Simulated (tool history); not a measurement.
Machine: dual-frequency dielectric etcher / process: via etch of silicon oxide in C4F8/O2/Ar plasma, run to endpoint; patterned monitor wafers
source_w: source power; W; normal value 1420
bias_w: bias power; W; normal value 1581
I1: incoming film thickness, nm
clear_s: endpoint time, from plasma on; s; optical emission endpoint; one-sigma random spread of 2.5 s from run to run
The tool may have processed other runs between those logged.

{"run": 1, "hour": 0.0, "source_w": 1420, "bias_w": 1692, "I1": 1414.0, "clear_s": 341.2}
{"run": 2, "hour": 16.4, "source_w": 1420, "bias_w": 1692, "I1": 1402.5, "clear_s": 340.5}
{"run": 3, "hour": 28.6, "source_w": 1420, "bias_w": 1692, "I1": 1400.5, "clear_s": 342.7}
{"run": 4, "hour": 45.9, "source_w": 1140, "bias_w": 1581, "I1": 1400.4, "clear_s": 382.3}
{"run": 5, "hour": 65.8, "source_w": 1140, "bias_w": 1581, "I1": 1404.7, "clear_s": 388.0}
{"run": 6, "hour": 78.8, "source_w": 1140, "bias_w": 1581, "I1": 1410.9, "clear_s": 388.8}
{"run": 7, "hour": 101.9, "source_w": 1420, "bias_w": 1581, "I1": 1421.2, "clear_s": 352.5}
{"run": 8, "hour": 125.2, "source_w": 1420, "bias_w": 1581, "I1": 1416.4, "clear_s": 355.9}
{"run": 9, "hour": 139.6, "source_w": 1180, "bias_w": 1266, "I1": 1406.7, "clear_s": 395.3}
{"run": 10, "hour": 167.9, "source_w": 1420, "bias_w": 1500, "I1": 1405.8, "clear_s": 358.1}
{"run": 11, "hour": 187.9, "source_w": 1420, "bias_w": 1581, "I1": 1423.5, "clear_s": 357.4}
{"run": 12, "hour": 210.2, "source_w": 1420, "bias_w": 1581, "I1": 1407.9, "clear_s": 352.9}
{"hour": 244.1, "done": "wet clean of the chamber"}
{"run": 13, "hour": 244.6, "source_w": 1550, "bias_w": 1370, "I1": 1404.1, "clear_s": 330.9}
{"run": 14, "hour": 251.8, "source_w": 1550, "bias_w": 1370, "I1": 1398.8, "clear_s": 335.0}
{"run": 15, "hour": 276.5, "source_w": 1550, "bias_w": 1370, "I1": 1413.8, "clear_s": 334.0}
{"run": 16, "hour": 305.3, "source_w": 1540, "bias_w": 1292, "I1": 1412.0, "clear_s": 345.0}
{"hour": 317.2, "done": "source power generator calibrated"}
{"hour": 356.9, "done": "upper electrode replaced, of another model than before"}
{"run": 17, "hour": 357.4, "source_w": 1280, "bias_w": 1371, "I1": 1404.0, "clear_s": 352.4}
{"run": 18, "hour": 357.8, "source_w": 1420, "bias_w": 1684, "I1": 1413.6, "clear_s": 339.4}
{"run": 19, "hour": 385.2, "source_w": 1190, "bias_w": 1752, "I1": 1413.9, "clear_s": 352.5}
{"run": 20, "hour": 420.9, "source_w": 1420, "bias_w": 1702, "I1": 1403.7, "clear_s": 342.7}
{"run": 21, "hour": 437.6, "source_w": 1420, "bias_w": 1195, "I1": 1403.5, "clear_s": 351.9}
{"run": 22, "hour": 454.7, "source_w": 1320, "bias_w": 1901, "I1": 1413.8, "clear_s": 345.9}
{"run": 23, "hour": 473.2, "source_w": 1140, "bias_w": 1581, "I1": 1403.0, "clear_s": 359.4}
{"run": 24, "hour": 507.4, "source_w": 1730, "bias_w": 1450, "I1": 1386.6, "clear_s": 331.5}
{"run": 25, "hour": 532.6, "source_w": 1420, "bias_w": 1895, "I1": 1407.5, "clear_s": 339.9}
{"hour": 548.6, "done": "bias power generator calibrated"}
{"run": 26, "hour": 609.3, "source_w": 1420, "bias_w": 1702, "I1": 1401.0, "clear_s": 345.2}
{"run": 27, "hour": 625.8, "source_w": 1420, "bias_w": 1581, "I1": 1420.4, "clear_s": 354.3}
{"run": 28, "hour": 646.8, "source_w": 1420, "bias_w": 1581, "I1": 1405.1, "clear_s": 356.6}
{"run": 29, "hour": 675.7, "source_w": 1280, "bias_w": 1581, "I1": 1401.7, "clear_s": 360.4}
{"run": 30, "hour": 701.5, "source_w": 1200, "bias_w": 1581, "I1": 1414.8, "clear_s": 368.8}
{"hour": 738.5, "done": "wet clean of the chamber"}
{"run": 31, "hour": 739.0, "source_w": 1110, "bias_w": 1761, "I1": 1407.2, "clear_s": 354.8}
{"run": 32, "hour": 760.8, "source_w": 1200, "bias_w": 1324, "I1": 1399.8, "clear_s": 355.0}

A few steps of clear_s between consecutive runs. Split each: what settings, incoming material and random variation would produce without the hidden state, and what is left over for the hidden state, along with gauge scatter present in only one of the two compared results (measured, and without hidden state):
What the log doesn't record here: etch rate over this chamber's usual, %; source power that arrives over what is set, %; bias power that arrives over what is set, %.
Run 3 -> 4: source_w 1420 -> 1140, bias_w 1692 -> 1581. clear_s +39.6 s: hidden state +1.7, all else +37.9.
Run 8 -> 9: source_w 1420 -> 1180, bias_w 1581 -> 1266. clear_s +39.4 s: hidden state +2.1, all else +37.3.
Run 9 -> 10: source_w 1180 -> 1420, bias_w 1266 -> 1500. clear_s -37.2 s: hidden state -0.3, all else -36.9.
Run 12 -> 13: source_w 1420 -> 1550, bias_w 1581 -> 1370, wet clean of the chamber. clear_s -22.0 s: hidden state -17.7, all else -4.3.
Run 25 -> 26: bias_w 1895 -> 1702, bias power generator calibrated. clear_s +5.3 s: hidden state +3.1, all else +2.2.
Run 30 -> 31: source_w 1200 -> 1110, bias_w 1581 -> 1761, wet clean of the chamber. clear_s -14.0 s: hidden state -15.0, all else +1.0.

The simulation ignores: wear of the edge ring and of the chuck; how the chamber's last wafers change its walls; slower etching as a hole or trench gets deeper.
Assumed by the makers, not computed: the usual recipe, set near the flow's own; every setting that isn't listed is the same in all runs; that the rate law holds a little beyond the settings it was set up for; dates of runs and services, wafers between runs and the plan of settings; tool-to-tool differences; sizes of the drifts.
